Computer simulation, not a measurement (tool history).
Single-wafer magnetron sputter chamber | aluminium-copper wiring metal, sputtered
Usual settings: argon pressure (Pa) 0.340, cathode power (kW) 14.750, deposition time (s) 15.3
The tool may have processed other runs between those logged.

run,hour,argon pressure (Pa),cathode power (kW),deposition time (s),wafers since the last listed run,wafers on the sputter target,hours since the last manometer calibration,hours since the magnet pack was replaced,hours since the gauge calibration,"read-back reference wafer on the same gauge, thickness_nm",mean film thickness on the monitor wafer (nm)
1,0.0,0.340,14.750,12.9,0,3185,993.6,10054.3,1314.5,428.764,347.082
2,101.1,0.340,14.750,12.9,3149,6334,1094.7,10155.4,1415.6,428.967,344.871
# hour 137.4: capacitance manometer re-zeroed and calibrated
3,161.0,0.340,14.750,12.9,1616,7951,23.6,10215.3,1475.5,429.467,357.537
4,225.7,0.422,14.750,15.3,2015,9966,88.3,10280.0,1540.2,428.407,394.536
# hour 279.8: sputter target and shields replaced
5,288.8,0.422,14.750,15.3,1716,280,151.4,10343.1,1603.3,429.207,387.843
6,361.3,0.340,14.750,15.3,2258,2538,223.9,10415.6,1675.8,428.756,416.952
7,416.7,0.340,15.700,15.3,1725,4264,279.3,10471.0,1731.2,427.865,437.494
8,465.2,0.340,16.300,14.0,1510,5775,327.8,10519.5,1779.7,428.954,419.049
9,540.5,0.340,14.750,15.3,2345,8120,403.1,10594.8,1855.0,428.435,414.663
10,579.7,0.340,14.750,15.3,1221,9341,442.3,10634.0,1894.2,429.588,416.332
11,626.9,0.340,12.900,15.3,1470,10812,489.5,10681.2,1941.4,429.519,363.177
# hour 666.0: sputter target and shields replaced
12,666.5,0.388,14.750,15.3,984,16,529.1,10720.8,1981.0,428.731,392.883
13,716.5,0.388,14.750,15.3,1557,1573,579.1,10770.8,2031.0,429.024,395.310
# hour 776.3: gauge calibrated
# hour 799.7: magnet pack replaced, of another model than before
14,800.2,0.388,14.750,15.3,2358,3931,662.8,0.5,23.9,429.465,399.858
15,857.3,0.243,17.700,13.9,1778,5710,719.9,57.6,81.0,428.837,477.544
16,926.6,0.243,12.200,17.2,2158,7869,789.2,126.9,150.3,428.940,414.800
17,1032.2,0.462,14.750,15.3,3289,11158,894.8,232.5,255.9,428.011,378.867
# hour 1044.4: sputter target and shields replaced
18,1114.7,0.462,14.750,12.9,2320,2191,977.3,315.0,338.4,428.467,317.984
19,1155.9,0.340,14.750,14.3,1283,3474,1018.5,356.2,379.6,428.631,385.487
20,1229.5,0.278,18.350,15.3,2292,5767,1092.1,429.8,453.2,428.594,530.401
21,1282.7,0.431,16.500,12.8,1657,7424,1145.3,483.0,506.4,428.718,360.628
# hour 1312.5: capacitance manometer re-zeroed and calibrated
22,1341.4,0.340,14.750,16.2,1579,9003,28.9,541.7,565.1,429.381,446.325
# hour 1374.2: sputter target and shields replaced
23,1433.6,0.340,14.750,15.3,2622,1850,121.1,633.9,657.3,428.447,420.142
24,1525.1,0.247,13.100,12.6,2850,4700,212.6,725.4,748.8,428.824,330.825
25,1630.1,0.265,12.300,16.3,3270,7971,317.6,830.4,853.8,429.759,393.607
26,1666.1,0.340,14.750,15.3,1121,9093,353.6,866.4,889.8,428.882,415.149
# hour 1717.2: sputter target and shields replaced
27,1724.6,0.233,18.200,18.1,1573,229,412.1,924.9,948.3,428.564,646.155
28,1828.5,0.389,18.200,12.5,3236,3466,516.0,1028.8,1052.2,429.423,396.950

Below, each run's measurement less what the same run would have read without the hidden state. Both values contain the same run-to-run variation, but the gauge's scatter may not be the same in both:
Hidden state at play: deposition rate above that of a new target (%); true argon pressure above the setpoint (%); gauge reads high (%).
run,mean film thickness on the monitor wafer (nm)
1,-12.817
2,-12.965
3,-0.897
4,-4.129
5,-6.343
6,-6.827
7,-8.367
8,-8.898
9,-9.966
10,-10.530
11,-9.679
12,-13.115
13,-13.745
14,-11.265
15,-7.798
16,-6.978
17,-14.222
18,-12.192
19,-10.567
20,-11.513
21,-13.225
22,-1.796
23,-4.086
24,-3.152
25,-5.273
26,-8.040
27,-8.407
28,-10.854

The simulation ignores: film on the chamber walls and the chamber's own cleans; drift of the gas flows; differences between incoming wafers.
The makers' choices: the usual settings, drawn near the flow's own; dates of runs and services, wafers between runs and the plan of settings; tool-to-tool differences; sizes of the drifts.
